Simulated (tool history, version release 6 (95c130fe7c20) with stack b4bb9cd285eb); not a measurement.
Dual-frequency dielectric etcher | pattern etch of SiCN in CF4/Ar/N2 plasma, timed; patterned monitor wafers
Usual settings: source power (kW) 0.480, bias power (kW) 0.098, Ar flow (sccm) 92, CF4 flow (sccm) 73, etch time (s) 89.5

run,day,source power (kW),bias power (kW),Ar flow (sccm),CF4 flow (sccm),etch time (s),wafers since the last listed run,hours since the last wet clean,hours since the last source power generator calibration,hours since the last bias power generator calibration,hours since the last Ar flow controller change,hours since the last CF4 flow controller change,hours since the last upper electrode change,hours since the gauge calibration,"read-back reference wafer on the same gauge, depth_nm",mean etch depth across the wafer (nm)
1,0.000,0.480,0.098,92,73,89.5,0,0.5,1855.3,1065.2,4369.9,4617.2,1845.9,817.0,96.8,90.7
2,0.929,0.480,0.098,92,73,89.5,138,22.8,1877.6,1087.5,4392.2,4639.5,1868.2,839.3,96.9,90.5
3,3.250,0.480,0.098,92,73,89.5,345,78.5,1933.3,1143.2,4447.9,4695.2,1923.9,895.0,96.9,91.8
# day 5.458: Ar flow controller replaced
4,5.608,0.480,0.098,92,73,89.5,313,135.1,1989.9,1199.8,3.6,4751.8,1980.5,951.6,97.3,91.6
5,7.900,0.480,0.098,92,73,89.5,340,190.1,2044.9,1254.8,58.6,4806.8,2035.5,1006.6,97.2,91.5
# day 11.162: upper electrode replaced
6,11.183,0.480,0.098,92,73,89.5,339,268.9,2123.7,1333.6,137.4,4885.6,0.5,1085.4,97.4,91.9
# day 11.867: gauge calibrated
7,13.771,0.370,0.098,92,91,89.5,384,331.0,2185.8,1395.7,199.5,4947.7,62.6,45.7,97.1,70.2
8,16.429,0.390,0.098,73,82,89.5,395,394.8,2249.6,1459.5,263.3,5011.5,126.4,109.5,97.2,74.8
# day 17.579: CF4 flow controller replaced
9,19.192,0.450,0.098,92,73,89.5,373,461.1,2315.9,1525.8,329.6,38.7,192.7,175.8,97.4,84.5
# day 20.312: bias power generator calibrated
# day 20.679: source power generator calibrated
10,21.271,0.480,0.098,92,73,64.0,259,511.0,14.2,23.0,379.5,88.6,242.6,225.7,97.2,65.7
# day 24.146: wet clean of the chamber
11,24.167,0.480,0.098,92,73,89.5,282,0.5,83.7,92.5,449.0,158.1,312.1,295.2,97.1,90.6
12,24.379,0.370,0.107,102,86,89.5,31,5.6,88.8,97.6,454.1,163.2,317.2,300.3,97.1,71.8
13,25.867,0.580,0.098,112,73,89.5,221,41.3,124.5,133.3,489.8,198.9,352.9,336.0,96.9,109.3

Forecast run 14:
14,28.129,0.570,0.098,92,58,89.5,336,95.6,178.8,187.6,544.1,253.2,407.2,390.3,?,?

{"run 14": {"read-back reference wafer on the same gauge, depth_nm": 96.7, "mean etch depth across the wafer (nm)": 105.6}}
Without the tool's hidden state the same run would have given mean etch depth across the wafer (nm) 105.6.

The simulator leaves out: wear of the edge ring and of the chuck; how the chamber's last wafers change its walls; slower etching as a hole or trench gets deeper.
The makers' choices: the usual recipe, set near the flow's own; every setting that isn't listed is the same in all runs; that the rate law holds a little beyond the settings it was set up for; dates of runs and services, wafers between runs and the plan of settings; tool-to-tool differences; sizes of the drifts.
